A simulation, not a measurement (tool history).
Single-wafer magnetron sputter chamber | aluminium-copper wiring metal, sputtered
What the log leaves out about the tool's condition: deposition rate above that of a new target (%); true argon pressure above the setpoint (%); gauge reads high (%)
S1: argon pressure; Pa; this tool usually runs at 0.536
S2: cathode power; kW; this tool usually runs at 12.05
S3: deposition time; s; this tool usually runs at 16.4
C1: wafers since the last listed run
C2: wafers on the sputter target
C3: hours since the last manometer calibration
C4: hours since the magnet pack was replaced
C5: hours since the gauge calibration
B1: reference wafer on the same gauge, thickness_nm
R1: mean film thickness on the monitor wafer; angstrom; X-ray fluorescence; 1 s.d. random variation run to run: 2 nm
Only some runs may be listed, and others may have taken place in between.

run 1 hour=0 | S1=0.536 S2=12.05 S3=16.4 | C1=0 C2=4277 C3=1969.8 C4=11186.4 C5=163.7 | B1=337.581 | R1=3495.23
run 2 hour=18.5 | S1=0.536 S2=12.05 S3=16.4 | C1=499 C2=4777 C3=1988.3 C4=11204.9 C5=182.2 | B1=337.375 | R1=3452.99
run 3 hour=51.3 | S1=0.536 S2=12.05 S3=16.4 | C1=885 C2=5662 C3=2021.1 C4=11237.7 C5=215 | B1=336.964 | R1=3438.79
-- hour=62.1 sputter target and shields replaced
run 4 hour=67.7 | S1=0.536 S2=12.05 S3=16.4 | C1=226 C2=150 C3=2037.5 C4=11254.1 C5=231.4 | B1=336.923 | R1=3504.58
run 5 hour=89.8 | S1=0.536 S2=10.4 S3=16.4 | C1=596 C2=747 C3=2059.6 C4=11276.2 C5=253.5 | B1=337.246 | R1=3035.62
run 6 hour=104.9 | S1=0.536 S2=10.4 S3=16.4 | C1=407 C2=1154 C3=2074.7 C4=11291.3 C5=268.6 | B1=336.987 | R1=2997.07
run 7 hour=123.3 | S1=0.536 S2=10.4 S3=16.4 | C1=496 C2=1651 C3=2093.1 C4=11309.7 C5=287 | B1=336.954 | R1=3056
run 8 hour=148.7 | S1=0.536 S2=10.6 S3=16.4 | C1=685 C2=2337 C3=2118.5 C4=11335.1 C5=312.4 | B1=336.552 | R1=3057.61
-- hour=176.7 gauge calibrated
run 9 hour=183.5 | S1=0.536 S2=10.6 S3=16.4 | C1=939 C2=3276 C3=2153.3 C4=11369.9 C5=6.8 | B1=336.935 | R1=3080.21
run 10 hour=201.5 | S1=0.536 S2=12.05 S3=16.4 | C1=485 C2=3762 C3=2171.3 C4=11387.9 C5=24.8 | B1=337.022 | R1=3434.11
run 11 hour=225.5 | S1=0.536 S2=10.6 S3=14.9 | C1=647 C2=4410 C3=2195.3 C4=11411.9 C5=48.8 | B1=337.261 | R1=2832.57
-- hour=273.5 sputter target and shields replaced
-- hour=308.8 capacitance manometer re-zeroed and calibrated
run 12 hour=318.8 | S1=0.536 S2=12.05 S3=16.4 | C1=2086 C2=1005 C3=10 C4=11505.2 C5=142.1 | B1=336.799 | R1=3471.01
run 13 hour=354 | S1=0.442 S2=14.05 S3=17.6 | C1=950 C2=1955 C3=45.2 C4=11540.4 C5=177.3 | B1=337.082 | R1=4597.64
-- hour=369.1 magnet pack replaced
run 14 hour=384.1 | S1=0.362 S2=9.1 S3=14.9 | C1=596 C2=2552 C3=75.3 C4=15 C5=207.4 | B1=336.873 | R1=2785.11
run 15 hour=396.4 | S1=0.536 S2=14.8 S3=19.7 | C1=332 C2=2884 C3=87.6 C4=27.3 C5=219.7 | B1=337.105 | R1=5088.55
run 16 hour=412 | S1=0.684 S2=14.25 S3=19 | C1=421 C2=3305 C3=103.2 C4=42.9 C5=235.3 | B1=337.302 | R1=4246.44
run 17 hour=438 | S1=0.434 S2=13.55 S3=17.6 | C1=701 C2=4007 C3=129.2 C4=68.9 C5=261.3 | B1=336.595 | R1=4507.85
run 18 hour=470.7 | S1=0.536 S2=9.7 S3=17.7 | C1=882 C2=4889 C3=161.9 C4=101.6 C5=294 | B1=336.938 | R1=3064.59
run 19 hour=488 | S1=0.392 S2=11.15 S3=16.4 | C1=466 C2=5356 C3=179.2 C4=118.9 C5=311.3 | B1=336.984 | R1=3646.04

3 ways to go on from here, each from the tool as it stands after run 19. What would each give?
run A hour=488.4 | S1=0.536 S2=12.05 S3=16.4 | C1=10 C2=5367 C3=179.6 C4=119.3 C5=311.7 | B1=? | R1=?
run B hour=488.4 | S1=0.536 S2=10.45 S3=14.9 | C1=10 C2=5367 C3=179.6 C4=119.3 C5=311.7 | B1=? | R1=?
run C hour=488.4 | S1=0.536 S2=12.05 S3=18.1 | C1=10 C2=5367 C3=179.6 C4=119.3 C5=311.7 | B1=? | R1=?

run=A B1=337.325 R1=3515.44
run=B B1=337.325 R1=2795.11
run=C B1=337.325 R1=3879.85
The same runs, with their run-to-run variation unchanged, on a tool lacking any hidden condition would have given:
run=A R1=3515.44
run=B R1=2795.11
run=C R1=3879.85
